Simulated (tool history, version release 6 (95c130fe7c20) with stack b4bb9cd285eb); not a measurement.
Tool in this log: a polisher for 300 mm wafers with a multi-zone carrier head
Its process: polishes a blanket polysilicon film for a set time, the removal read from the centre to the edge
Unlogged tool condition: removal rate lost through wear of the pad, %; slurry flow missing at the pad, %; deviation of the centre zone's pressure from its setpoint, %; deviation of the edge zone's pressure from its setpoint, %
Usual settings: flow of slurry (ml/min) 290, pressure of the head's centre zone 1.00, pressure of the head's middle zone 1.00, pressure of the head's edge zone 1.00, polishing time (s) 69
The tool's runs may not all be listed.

| run | hour | flow of slurry (ml/min) | pressure of the head's centre zone | pressure of the head's middle zone | pressure of the head's edge zone | polishing time (s) | wafers since the last listed run | wafers polished on this pad | hours since the slurry nozzle was cleaned | hours since the centre zone pressure was calibrated | hours since the edge zone pressure was calibrated | hours since the carrier head's membrane was replaced | incoming thickness of the incoming film, nm | film removed at the wafer's centre (nm) | film removed at mid-radius (nm) | film removed at the wafer's edge (nm) |
|---|---|---|---|---|---|---|---|---|---|---|---|---|---|---|---|---|
| 1 | 0.0 | 355 | 1.00 | 1.00 | 1.00 | 64 | 0 | 1153 | 468.1 | 368.6 | 1147.7 | 1449.3 | 1930.6 | 287.6 | 279.1 | 281.4 |
|  | 15.0 | worn pad replaced by a new one |
| 2 | 48.3 | 355 | 1.00 | 1.00 | 1.00 | 64 | 526 | 395 | 516.4 | 416.9 | 1196.0 | 1497.6 | 1962.9 | 302.1 | 297.6 | 299.3 |
| 3 | 56.0 | 290 | 1.00 | 1.00 | 1.00 | 69 | 91 | 486 | 524.1 | 424.6 | 1203.7 | 1505.3 | 1922.4 | 315.7 | 303.0 | 315.9 |
| 4 | 62.9 | 290 | 1.00 | 1.00 | 1.00 | 69 | 81 | 568 | 531.0 | 431.5 | 1210.6 | 1512.2 | 1885.8 | 314.8 | 307.0 | 315.1 |
|  | 84.1 | carrier head's membrane replaced by a new one |
| 5 | 84.6 | 290 | 1.00 | 1.00 | 1.00 | 69 | 198 | 766 | 552.7 | 453.2 | 1232.3 | 0.5 | 1889.0 | 304.7 | 304.9 | 311.0 |
| 6 | 91.0 | 290 | 1.00 | 1.00 | 1.00 | 69 | 76 | 842 | 559.1 | 459.6 | 1238.7 | 6.9 | 1893.4 | 306.6 | 306.6 | 307.7 |
|  | 105.2 | worn pad replaced by a new one |
| 7 | 105.7 | 290 | 1.00 | 1.00 | 1.00 | 69 | 127 | 5 | 573.8 | 474.3 | 1253.4 | 21.6 | 1889.9 | 323.3 | 319.7 | 316.8 |
| 8 | 140.4 | 290 | 1.00 | 1.00 | 1.03 | 69 | 412 | 417 | 608.5 | 509.0 | 1288.1 | 56.3 | 1909.8 | 312.2 | 306.1 | 323.7 |
| 9 | 173.2 | 290 | 1.00 | 0.92 | 1.00 | 63 | 389 | 807 | 641.3 | 541.8 | 1320.9 | 89.1 | 1919.5 | 278.5 | 255.8 | 279.7 |
|  | 182.7 | slurry nozzle cleaned |
|  | 199.8 | worn pad replaced by a new one |
| 10 | 216.4 | 320 | 1.00 | 0.88 | 1.05 | 69 | 453 | 197 | 33.7 | 585.0 | 1364.1 | 132.3 | 1896.9 | 328.6 | 283.5 | 330.1 |
|  | 228.0 | edge zone pressure recalibrated |
| 11 | 233.9 | 290 | 1.00 | 1.05 | 1.00 | 69 | 184 | 381 | 51.2 | 602.5 | 5.9 | 149.8 | 1929.5 | 321.5 | 317.5 | 316.1 |
| 12 | 249.4 | 290 | 1.00 | 1.00 | 1.00 | 69 | 184 | 565 | 66.7 | 618.0 | 21.4 | 165.3 | 1929.3 | 317.2 | 303.6 | 306.1 |
|  | 260.1 | centre zone pressure recalibrated |
| 13 | 263.4 | 330 | 1.00 | 1.00 | 1.00 | 69 | 142 | 707 | 80.7 | 3.3 | 35.4 | 179.3 | 1936.8 | 317.6 | 308.1 | 311.0 |
| 14 | 269.6 | 290 | 1.00 | 0.90 | 1.00 | 50 | 73 | 781 | 86.9 | 9.5 | 41.6 | 185.5 | 1910.4 | 221.8 | 198.5 | 225.5 |
| 15 | 275.8 | 290 | 0.95 | 1.10 | 1.00 | 85 | 73 | 855 | 93.1 | 15.7 | 47.8 | 191.7 | 1915.3 | 361.2 | 410.2 | 370.9 |
| 16 | 290.3 | 290 | 1.00 | 1.00 | 1.00 | 69 | 172 | 1027 | 107.6 | 30.2 | 62.3 | 206.2 | 1922.0 | 306.3 | 296.1 | 301.3 |
| 17 | 304.3 | 260 | 1.06 | 0.92 | 1.00 | 69 | 166 | 1193 | 121.6 | 44.2 | 76.3 | 220.2 | 1922.3 | 315.9 | 272.7 | 299.5 |
|  | 312.9 | worn pad replaced by a new one |
| 18 | 313.4 | 290 | 1.00 | 1.00 | 1.00 | 69 | 60 | 6 | 130.7 | 53.3 | 85.4 | 229.3 | 1916.1 | 317.6 | 322.6 | 318.6 |
| 19 | 329.5 | 290 | 1.00 | 1.00 | 1.00 | 69 | 191 | 197 | 146.8 | 69.4 | 101.5 | 245.4 | 1927.4 | 325.5 | 319.8 | 318.0 |
| 20 | 336.5 | 345 | 1.00 | 1.00 | 0.93 | 69 | 83 | 280 | 153.8 | 76.4 | 108.5 | 252.4 | 1920.6 | 319.5 | 323.0 | 310.8 |
| 21 | 349.6 | 240 | 1.00 | 0.93 | 1.00 | 69 | 155 | 436 | 166.9 | 89.5 | 121.6 | 265.5 | 1926.7 | 308.2 | 283.4 | 315.2 |
| 22 | 364.1 | 290 | 1.00 | 1.00 | 1.00 | 69 | 172 | 608 | 181.4 | 104.0 | 136.1 | 280.0 | 1893.8 | 312.7 | 305.4 | 312.4 |

Hidden condition of the tool, last listed run before each entry between runs versus first listed run after:
In the gap between runs 1 and 2: worn pad replaced by a new one (hour 15.0)
  removal rate lost through wear of the pad, %: 6.28 -> 2.36
  measured result minus the result with no hidden state, film removed at the wafer's centre (nm): -19.3 -> -7.3; film removed at mid-radius (nm): -18.7 -> -7.1; film removed at the wafer's edge (nm): -18.9 -> -7.2
In the gap between runs 4 and 5: carrier head's membrane replaced by a new one (hour 84.1)
  removal rate lost through wear of the pad, %: 3.21 -> 4.49
  measured result minus the result with no hidden state, film removed at the wafer's centre (nm): -10.4 -> -14.3; film removed at mid-radius (nm): -10.2 -> -14.3; film removed at the wafer's edge (nm): -10.5 -> -14.6
In the gap between runs 6 and 7: worn pad replaced by a new one (hour 105.2)
  removal rate lost through wear of the pad, %: 4.86 -> 0.421
  measured result minus the result with no hidden state, film removed at the wafer's centre (nm): -15.7 -> -1.4; film removed at mid-radius (nm): -15.6 -> -1.3; film removed at the wafer's edge (nm): -15.7 -> -1.4
In the gap between runs 9 and 10: slurry nozzle cleaned (hour 182.7); worn pad replaced by a new one (hour 199.8)
  removal rate lost through wear of the pad, %: 4.38 -> 1.51
  measured result minus the result with no hidden state, film removed at the wafer's centre (nm): -12.7 -> -5.1; film removed at mid-radius (nm): -11.7 -> -4.3; film removed at the wafer's edge (nm): -12.9 -> -5.0
In the gap between runs 10 and 11: edge zone pressure recalibrated (hour 228.0)
  removal rate lost through wear of the pad, %: 1.51 -> 2.53
  measured result minus the result with no hidden state, film removed at the wafer's centre (nm): -5.1 -> -8.4; film removed at mid-radius (nm): -4.3 -> -8.2; film removed at the wafer's edge (nm): -5.0 -> -8.3
In the gap between runs 12 and 13: centre zone pressure recalibrated (hour 260.1)
  removal rate lost through wear of the pad, %: 3.44 -> 4.26
  measured result minus the result with no hidden state, film removed at the wafer's centre (nm): -11.3 -> -14.2; film removed at mid-radius (nm): -10.8 -> -13.8; film removed at the wafer's edge (nm): -10.9 -> -13.8
In the gap between runs 17 and 18: worn pad replaced by a new one (hour 312.9)
  removal rate lost through wear of the pad, %: 6.67 -> 0.134
  measured result minus the result with no hidden state, film removed at the wafer's centre (nm): -22.6 -> -0.4; film removed at mid-radius (nm): -19.5 -> -0.4; film removed at the wafer's edge (nm): -21.4 -> -0.4

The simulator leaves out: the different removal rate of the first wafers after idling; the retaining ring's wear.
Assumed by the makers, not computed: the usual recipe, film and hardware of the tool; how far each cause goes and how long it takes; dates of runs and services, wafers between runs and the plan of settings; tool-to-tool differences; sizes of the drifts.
